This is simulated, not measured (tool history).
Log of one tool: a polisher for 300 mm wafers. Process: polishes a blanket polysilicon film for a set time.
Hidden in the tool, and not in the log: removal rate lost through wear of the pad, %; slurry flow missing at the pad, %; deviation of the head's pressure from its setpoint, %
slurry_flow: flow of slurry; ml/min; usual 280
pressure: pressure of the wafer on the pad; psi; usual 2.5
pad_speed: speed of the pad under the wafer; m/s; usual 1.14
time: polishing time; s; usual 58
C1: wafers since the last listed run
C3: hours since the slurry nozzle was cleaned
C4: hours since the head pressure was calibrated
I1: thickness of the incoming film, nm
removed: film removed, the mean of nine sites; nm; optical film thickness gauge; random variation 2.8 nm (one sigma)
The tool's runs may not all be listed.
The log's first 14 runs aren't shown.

At hour 367.6: worn pad replaced by a new one.
Run 15, hour 373: usual settings; C1 87; wafers polished on this pad 48; C3 355.4; C4 54.2; I1 1904.2. Result: removed 389.8 nm.
Run 16, hour 400.5: usual settings; C1 245; wafers polished on this pad 293; C3 382.9; C4 81.7; I1 1919.3. Result: removed 396.6 nm.
Run 17, hour 433.7: usual settings; C1 296; wafers polished on this pad 589; C3 416.1; C4 114.9; I1 1931.8. Result: removed 389.7 nm.
Run 18, hour 466.9: usual settings but slurry_flow 315 ml/min, time 47 s; C1 296; wafers polished on this pad 885; C3 449.3; C4 148.1; I1 1898.6. Result: removed 316.5 nm.
Run 19, hour 500.2: usual settings; C1 296; wafers polished on this pad 1182; C3 482.6; C4 181.4; I1 1907.5. Result: removed 378.8 nm.
Run 20, hour 544.1: usual settings; C1 391; wafers polished on this pad 1574; C3 526.5; C4 225.3; I1 1928. Result: removed 367.2 nm.
At hour 561.3: worn pad replaced by a new one.
Run 21, hour 569.5: usual settings but time 39 s; C1 190; wafers polished on this pad 72; C3 551.9; C4 250.7; I1 1933.2. Result: removed 265.6 nm.
Run 22, hour 586: usual settings but pressure 3 psi, pad_speed 0.88 m/s, time 73 s; C1 147; wafers polished on this pad 219; C3 568.4; C4 267.2; I1 1921.3. Result: removed 461.8 nm.
Run 23, hour 601.5: usual settings; C1 138; wafers polished on this pad 358; C3 583.9; C4 282.7; I1 1928.3. Result: removed 396.6 nm.
Run 24, hour 616.3: usual settings but slurry_flow 195 ml/min, pad_speed 1 m/s, time 53 s; C1 131; wafers polished on this pad 490; C3 598.7; C4 297.5; I1 1957.9. Result: removed 300.9 nm.
Run 25, hour 641.7: usual settings; C1 226; wafers polished on this pad 716; C3 624.1; C4 322.9; I1 1900.8. Result: removed 396.1 nm.
Run 26, hour 666.2: usual settings but slurry_flow 200 ml/min, time 73 s; C1 218; wafers polished on this pad 935; C3 648.6; C4 347.4; I1 1928.5. Result: removed 469 nm.
Run 27, hour 691.3: usual settings but pad_speed 0.82 m/s; C1 223; wafers polished on this pad 1158; C3 673.7; C4 372.5; I1 1900. Result: removed 281.2 nm.
Run 28, hour 710.7: usual settings but slurry_flow 195 ml/min, pad_speed 0.86 m/s; C1 172; wafers polished on this pad 1331; C3 693.1; C4 391.9; I1 1930.2. Result: removed 271.4 nm.
Run 29, hour 734: usual settings but slurry_flow 180 ml/min, pressure 1.9 psi, pad_speed 1.02 m/s, time 65 s; C1 207; wafers polished on this pad 1539; C3 716.4; C4 415.2; I1 1931.6. Result: removed 266.2 nm.
Run 30, hour 763.2: usual settings but pressure 3.1 psi, time 71 s; C1 260; wafers polished on this pad 1799; C3 745.6; C4 444.4; I1 1930.3. Result: removed 559.9 nm.
At hour 774.5: worn pad replaced by a new one.
At hour 783.4: slurry nozzle cleaned.
Run 31, hour 793.6: usual settings but pressure 2.8 psi; C1 226; wafers polished on this pad 161; C3 10.2; C4 474.8; I1 1899. Result: removed 444.2 nm.
Run 32, hour 845.1: usual settings; C1 459; wafers polished on this pad 621; C3 61.7; C4 526.3; I1 1906.8. Result: removed 388.1 nm.
Run 33, hour 904.4: usual settings but slurry_flow 350 ml/min, pressure 2.2 psi, pad_speed 0.82 m/s, time 42 s; C1 528; wafers polished on this pad 1149; C3 121; C4 585.6; I1 1908.7. Result: removed 177.6 nm.
Run 34, hour 931.4: usual settings but slurry_flow 255 ml/min, pressure 1.9 psi, time 74 s; C1 240; wafers polished on this pad 1390; C3 148; C4 612.6; I1 1897.8. Result: removed 363.4 nm.
Run 35, hour 944.7: usual settings but pressure 1.8 psi; C1 118; wafers polished on this pad 1509; C3 161.3; C4 625.9; I1 1927. Result: removed 268.2 nm.
At hour 965.1: worn pad replaced by a new one.
Run 36, hour 973.2: usual settings but pressure 2.1 psi, time 50 s; C1 218; wafers polished on this pad 72; C3 189.8; C4 654.4; I1 1938.7. Result: removed 281.2 nm.
Run 37, hour 999.9: usual settings but pressure 1.9 psi, pad_speed 1.24 m/s, time 64 s; C1 238; wafers polished on this pad 310; C3 216.5; C4 681.1; I1 1930. Result: removed 354.8 nm.
Run 38, hour 1015.6: usual settings but slurry_flow 225 ml/min, pressure 1.9 psi, pad_speed 1 m/s; C1 139; wafers polished on this pad 450; C3 232.2; C4 696.8; I1 1898.7. Result: removed 252.9 nm.

Forecast each of these 3 alternatives for the next run:
Run A, hour 1016: usual settings; C1 3; wafers polished on this pad 454; C3 232.6; C4 697.2; I1 1905.9. Result: removed ?.
Run B, hour 1016: usual settings but slurry_flow 320 ml/min, pressure 2.8 psi, pad_speed 0.8 m/s, time 42 s; C1 3; wafers polished on this pad 454; C3 232.6; C4 697.2; I1 1905.9. Result: removed ?.
Run C, hour 1016: usual settings but slurry_flow 370 ml/min, pressure 1.8 psi, pad_speed 1.44 m/s, time 66 s; C1 3; wafers polished on this pad 454; C3 232.6; C4 697.2; I1 1905.9. Result: removed ?.

run  removed
  A    388.2
  B    223.8
  C      412
Without the tool's hidden state the same runs would have given:
run  removed
  A    397.9
  B    229.5
  C    422.3
